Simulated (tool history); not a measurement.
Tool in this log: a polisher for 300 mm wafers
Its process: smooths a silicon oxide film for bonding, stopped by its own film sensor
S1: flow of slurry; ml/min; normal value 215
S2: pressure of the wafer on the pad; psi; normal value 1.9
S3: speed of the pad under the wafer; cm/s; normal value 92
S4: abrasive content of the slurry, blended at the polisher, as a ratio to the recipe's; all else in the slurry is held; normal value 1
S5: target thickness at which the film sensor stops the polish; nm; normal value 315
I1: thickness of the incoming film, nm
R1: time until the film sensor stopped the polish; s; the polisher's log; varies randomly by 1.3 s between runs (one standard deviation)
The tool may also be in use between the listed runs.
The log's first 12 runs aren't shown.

run,hour,S1,S2,S3,S4,S5,I1,R1
13,160.7,215,1.9,110,1.15,324,375.7,67.4
14,177.1,215,1.9,92,1,315,365.3,83.8
15,190,245,1.9,92,1,315,375.3,96.4
16,225.1,215,1.9,72,0.85,301,372,154.1
# hour 236.4: head pressure recalibrated
# hour 241.9: slurry nozzle cleaned
17,242.6,215,1.9,92,1,315,372,90.8
# hour 247.1: worn pad replaced by a new one
18,267.8,190,2.1,70,1,315,364.3,88.7
19,273.8,215,1.9,76,1,315,362.1,86.9
20,280.7,215,1.9,92,1,315,366,79.1
21,294.7,215,1.9,92,1.3,315,374.6,82.9
22,308.8,215,1.9,92,1,315,365,82.3

Expected results for the next run?
23,325.6,155,1.9,78,1,315,368.2,?

R1: 101.7 s
With the hidden condition absent and the run-to-run variation left alone, this run would have shown R1 101.7 s.

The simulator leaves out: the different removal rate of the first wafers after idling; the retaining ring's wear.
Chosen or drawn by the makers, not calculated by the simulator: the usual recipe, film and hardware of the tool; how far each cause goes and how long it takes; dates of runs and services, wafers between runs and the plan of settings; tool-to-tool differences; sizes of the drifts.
